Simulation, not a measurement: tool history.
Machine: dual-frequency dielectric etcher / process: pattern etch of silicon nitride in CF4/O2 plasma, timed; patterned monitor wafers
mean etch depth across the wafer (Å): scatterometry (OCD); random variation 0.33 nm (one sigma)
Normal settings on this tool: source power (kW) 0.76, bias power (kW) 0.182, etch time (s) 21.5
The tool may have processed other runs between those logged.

run	hour	source power (kW)	bias power (kW)	etch time (s)	wafers since the last listed run	hours since the last wet clean	hours since the last source power generator calibration	hours since the last bias power generator calibration	hours since the last upper electrode change	hours since the gauge calibration	read-back reference wafer on the same gauge, depth_nm	mean etch depth across the wafer (Å)
1	0	0.76	0.182	21.5	0	274.5	1752.1	4308.5	4526.7	225.6	62.5	619
2	16.7	0.76	0.182	21.5	237	291.2	1768.8	4325.2	4543.4	242.3	62.5	617
3	30.6	0.76	0.182	21.5	197	305.1	1782.7	4339.1	4557.3	256.2	62.5	621
4	47.2	0.76	0.182	21.5	236	321.7	1799.3	4355.7	4573.9	272.8	62.5	619
5	63.2	0.76	0.182	21.5	227	337.7	1815.3	4371.7	4589.9	288.8	62.5	624
6	71.4	0.76	0.152	21.5	116	345.9	1823.5	4379.9	4598.1	297	62.5	588
7	87.6	0.76	0.152	21.5	230	362.1	1839.7	4396.1	4614.3	313.2	62.5	591
8	105.2	0.76	0.152	21.5	250	379.7	1857.3	4413.7	4631.9	330.8	62.4	592
9	116	0.76	0.182	21.5	153	390.5	1868.1	4424.5	4642.7	341.6	62.5	617
# hour 122.5: source power generator calibrated
10	129.2	0.76	0.182	21.5	130	403.7	6.7	4437.7	4655.9	354.8	62.5	619
11	139.3	0.76	0.182	21.5	143	413.8	16.8	4447.8	4666	364.9	62.4	615
12	146.8	0.76	0.182	21.5	106	421.3	24.3	4455.3	4673.5	372.4	62.5	619
# hour 170.9: wet clean of the chamber
13	171.4	0.76	0.182	21.5	8	0.5	48.9	4479.9	4698.1	397	62.5	623
14	171.8	0.76	0.182	21.5	5	0.9	49.3	4480.3	4698.5	397.4	62.4	613
15	185.5	0.76	0.182	21.5	195	14.6	63	4494	4712.2	411.1	62.5	620
# hour 194.9: gauge calibrated
16	213	0.76	0.182	21.5	391	42.1	90.5	4521.5	4739.7	18.1	62.5	617
17	220.9	0.89	0.165	19	112	50	98.4	4529.4	4747.6	26	62.5	595
18	234	0.61	0.143	27.5	186	63.1	111.5	4542.5	4760.7	39.1	62.4	630
19	241.6	0.76	0.182	21.5	108	70.7	119.1	4550.1	4768.3	46.7	62.5	619
# hour 251.7: bias power generator calibrated
# hour 272: upper electrode replaced
20	272.5	0.76	0.156	19.5	94	101.6	150	20.8	0.5	77.6	62.5	536
21	272.8	0.82	0.163	21.5	4	101.9	150.3	21.1	0.8	77.9	62.5	637
22	296.9	0.9	0.182	21.5	343	126	174.4	45.2	24.9	102	62.5	705
23	304.9	0.88	0.22	17	113	134	182.4	53.2	32.9	110	62.5	576
24	311.3	0.66	0.153	21.5	91	140.4	188.8	59.6	39.3	116.4	62.5	532
25	327	0.68	0.182	25	223	156.1	204.5	75.3	55	132.1	62.5	658
26	344.3	0.82	0.215	18.5	246	173.4	221.8	92.6	72.3	149.4	62.6	588
27	353	0.76	0.182	21.5	123	182.1	230.5	101.3	81	158.1	62.4	614
28	360	0.7	0.155	21.5	99	189.1	237.5	108.3	88	165.1	62.5	561
29	375.5	0.76	0.182	21.5	220	204.6	253	123.8	103.5	180.6	62.5	619

The tool's hidden state at each run:
etch rate over this chamber's usual, %: 0 on each run
source power that arrives over what is set, %: 0 on each run
bias power that arrives over what is set, %: 0 on each run
gauge reads high (%): 0 on each run
